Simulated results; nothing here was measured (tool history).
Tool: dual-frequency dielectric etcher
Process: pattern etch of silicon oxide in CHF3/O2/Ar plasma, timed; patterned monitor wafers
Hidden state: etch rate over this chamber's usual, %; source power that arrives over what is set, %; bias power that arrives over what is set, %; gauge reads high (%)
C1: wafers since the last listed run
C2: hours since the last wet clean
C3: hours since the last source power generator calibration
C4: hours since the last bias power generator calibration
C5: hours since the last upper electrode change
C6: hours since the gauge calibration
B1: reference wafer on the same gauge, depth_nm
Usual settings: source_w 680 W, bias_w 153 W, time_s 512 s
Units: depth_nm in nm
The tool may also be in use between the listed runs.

Run 1, hour 0.0: usual settings but bias_w 131 W; C1 0; C2 232.5; C3 3160.0; C4 832.4; C5 5288.9; C6 539.2; B1 971.7. Result: depth_nm 1004.6 nm.
Run 2, hour 46.7: usual settings but bias_w 131 W; C1 100; C2 279.2; C3 3206.7; C4 879.1; C5 5335.6; C6 585.9; B1 970.8. Result: depth_nm 1004.2 nm.
Run 3, hour 139.3: usual settings; C1 199; C2 371.8; C3 3299.3; C4 971.7; C5 5428.2; C6 678.5; B1 971.6. Result: depth_nm 1036.8 nm.
At hour 196.0: wet clean of the chamber.
Run 4, hour 198.8: usual settings; C1 76; C2 2.8; C3 3358.8; C4 1031.2; C5 5487.7; C6 738.0; B1 969.4. Result: depth_nm 1043.5 nm.
Run 5, hour 250.0: usual settings; C1 110; C2 54.0; C3 3410.0; C4 1082.4; C5 5538.9; C6 789.2; B1 970.1. Result: depth_nm 1037.9 nm.
Run 6, hour 332.7: usual settings; C1 178; C2 136.7; C3 3492.7; C4 1165.1; C5 5621.6; C6 871.9; B1 969.3. Result: depth_nm 1038.8 nm.
Run 7, hour 390.2: usual settings; C1 124; C2 194.2; C3 3550.2; C4 1222.6; C5 5679.1; C6 929.4; B1 968.1. Result: depth_nm 1038.6 nm.
Run 8, hour 468.3: usual settings but bias_w 126 W; C1 168; C2 272.3; C3 3628.3; C4 1300.7; C5 5757.2; C6 1007.5; B1 968.2. Result: depth_nm 998.3 nm.
At hour 568.1: wet clean of the chamber.
Run 9, hour 568.6: usual settings but bias_w 126 W; C1 164; C2 0.5; C3 3728.6; C4 1401.0; C5 5857.5; C6 1107.8; B1 967.9. Result: depth_nm 991.5 nm.
Run 10, hour 648.6: usual settings; C1 172; C2 80.5; C3 3808.6; C4 1481.0; C5 5937.5; C6 1187.8; B1 967.4. Result: depth_nm 1038.2 nm.
Run 11, hour 702.2: usual settings; C1 115; C2 134.1; C3 3862.2; C4 1534.6; C5 5991.1; C6 1241.4; B1 967.9. Result: depth_nm 1038.8 nm.
Run 12, hour 795.3: usual settings; C1 200; C2 227.2; C3 3955.3; C4 1627.7; C5 6084.2; C6 1334.5; B1 966.7. Result: depth_nm 1035.5 nm.
At hour 865.1: source power generator calibrated.
Run 13, hour 871.2: usual settings but bias_w 139 W; C1 155; C2 303.1; C3 6.1; C4 1703.6; C5 6160.1; C6 1410.4; B1 967.1. Result: depth_nm 1018.6 nm.
At hour 887.7: gauge calibrated.
At hour 927.9: wet clean of the chamber.
Run 14, hour 934.5: usual settings; C1 84; C2 6.6; C3 69.4; C4 1766.9; C5 6223.4; C6 46.8; B1 978.1. Result: depth_nm 1045.2 nm.
Run 15, hour 998.9: usual settings but bias_w 141 W, time_s 429 s; C1 138; C2 71.0; C3 133.8; C4 1831.3; C5 6287.8; C6 111.2; B1 977.0. Result: depth_nm 863.1 nm.
Run 16, hour 1042.9: usual settings but source_w 610 W; C1 94; C2 115.0; C3 177.8; C4 1875.3; C5 6331.8; C6 155.2; B1 973.8. Result: depth_nm 1011.5 nm.
Run 17, hour 1130.2: usual settings but time_s 379 s; C1 188; C2 202.3; C3 265.1; C4 1962.6; C5 6419.1; C6 242.5; B1 972.0. Result: depth_nm 770.4 nm.
Run 18, hour 1275.9: usual settings but source_w 810 W, bias_w 142 W; C1 314; C2 348.0; C3 410.8; C4 2108.3; C5 6564.8; C6 388.2; B1 970.5. Result: depth_nm 1077.1 nm.
At hour 1360.0: wet clean of the chamber.
Run 19, hour 1376.2: usual settings; C1 164; C2 16.2; C3 511.1; C4 2208.6; C5 6665.1; C6 488.5; B1 968.8. Result: depth_nm 1039.9 nm.

Forecast run 20:
At hour 1415.3: upper electrode replaced.
Run 20, hour 1416.8: usual settings but source_w 730 W; C1 35; C2 56.8; C3 551.7; C4 2249.2; C5 1.5; C6 529.1; B1 ?. Result: depth_nm ?.

{"run 20": {"B1": 969.1, "depth_nm": 1062.6}}
Without the tool's hidden state the same run would have given depth_nm 1075.1 nm.
